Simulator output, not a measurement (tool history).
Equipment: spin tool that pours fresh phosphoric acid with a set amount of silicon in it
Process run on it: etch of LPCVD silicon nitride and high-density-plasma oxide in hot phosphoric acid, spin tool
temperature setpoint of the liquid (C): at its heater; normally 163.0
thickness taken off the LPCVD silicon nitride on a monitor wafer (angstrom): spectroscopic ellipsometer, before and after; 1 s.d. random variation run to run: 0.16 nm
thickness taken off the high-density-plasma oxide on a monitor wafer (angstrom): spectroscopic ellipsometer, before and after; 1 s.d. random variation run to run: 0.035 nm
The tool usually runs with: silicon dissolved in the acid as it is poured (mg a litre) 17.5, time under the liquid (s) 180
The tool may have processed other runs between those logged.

run,hour,temperature setpoint of the liquid (C),silicon dissolved in the acid as it is poured (mg a litre),time under the liquid (s),wafers since the last listed run,hours since the thermometer was replaced,hours since the dissolved silicon flow meter was replaced,hours since the heated supply line was repaired,hours since the gauge calibration,"read-back film thickness of the LPCVD silicon nitride reference wafer, read on the same gauge (nm)","read-back film thickness of the high-density-plasma oxide reference wafer, read on the same gauge (nm)",thickness taken off the LPCVD silicon nitride on a monitor wafer (angstrom),thickness taken off the high-density-plasma oxide on a monitor wafer (angstrom)
1,0.0,162.5,17.5,140,0,353.0,1139.7,128.7,1548.0,129.99,130.014,141.9,4.06
2,61.7,162.5,17.5,140,546,414.7,1201.4,190.4,1609.7,129.99,129.999,142.5,4.03
3,106.1,163.0,17.5,80,393,459.1,1245.8,234.8,1654.1,130.02,130.009,81.6,2.10
4,157.4,163.0,17.5,180,454,510.4,1297.1,286.1,1705.4,130.04,129.972,186.0,5.00
5,212.1,165.5,30.0,95,484,565.1,1351.8,340.8,1760.1,129.99,129.998,105.5,2.11
6,253.8,163.0,17.5,180,369,606.8,1393.5,382.5,1801.8,129.95,129.978,183.7,4.54
7,332.6,162.5,17.5,140,698,685.6,1472.3,461.3,1880.6,129.97,130.016,138.8,3.84
8,397.8,163.0,22.5,180,577,750.8,1537.5,526.5,1945.8,130.02,130.004,181.4,3.65
9,451.7,164.0,17.5,180,477,804.7,1591.4,580.4,1999.7,129.99,130.005,186.6,4.74
# hour 511.3: dissolved silicon flow meter replaced
10,546.8,160.5,26.0,135,833,899.8,35.5,675.5,2094.8,129.98,129.974,125.3,2.11
11,585.5,165.5,22.0,270,342,938.5,74.2,714.2,2133.5,130.02,129.976,289.6,7.40
# hour 667.5: gauge calibrated
12,672.4,163.0,17.5,145,769,1025.4,161.1,801.1,4.9,129.98,130.026,145.4,3.62
13,767.0,163.0,17.5,180,837,1120.0,255.7,895.7,99.5,130.00,130.012,175.9,4.01
14,827.2,163.0,10.0,220,533,1180.2,315.9,955.9,159.7,129.98,129.989,214.2,6.55
15,933.3,163.0,5.0,180,939,1286.3,422.0,1062.0,265.8,129.99,130.048,174.2,6.39
16,976.9,163.0,5.0,180,386,1329.9,465.6,1105.6,309.4,130.04,130.023,175.4,6.82
17,1047.9,164.5,10.5,75,628,1400.9,536.6,1176.6,380.4,129.98,129.984,75.8,2.45
18,1136.8,163.0,28.0,180,787,1489.8,625.5,1265.5,469.3,129.99,129.987,176.2,2.87
19,1240.9,161.0,24.0,180,922,1593.9,729.6,1369.6,573.4,130.01,129.987,161.3,2.67
20,1313.9,165.5,7.0,280,646,1666.9,802.6,1442.6,646.4,129.99,130.014,289.6,9.71
21,1367.7,163.0,26.5,180,476,1720.7,856.4,1496.4,700.2,129.97,129.998,170.9,3.36

State the hidden condition of the tool at each of the runs:
liquid colder than its thermometer reads (K): 0 on each run
dissolved silicon flow above the setpoint (%): 0 on each run
gauge reads high (%): 0 on each run
H1: temperature lost on the way to the wafer (K)
run,H1
1,0.516
2,0.627
3,0.707
4,0.799
5,0.897
6,0.972
7,1.11
8,1.23
9,1.33
10,1.5
11,1.57
12,1.72
13,1.89
14,2
15,2.19
16,2.27
17,2.4
18,2.56
19,2.74
20,2.87
21,2.97

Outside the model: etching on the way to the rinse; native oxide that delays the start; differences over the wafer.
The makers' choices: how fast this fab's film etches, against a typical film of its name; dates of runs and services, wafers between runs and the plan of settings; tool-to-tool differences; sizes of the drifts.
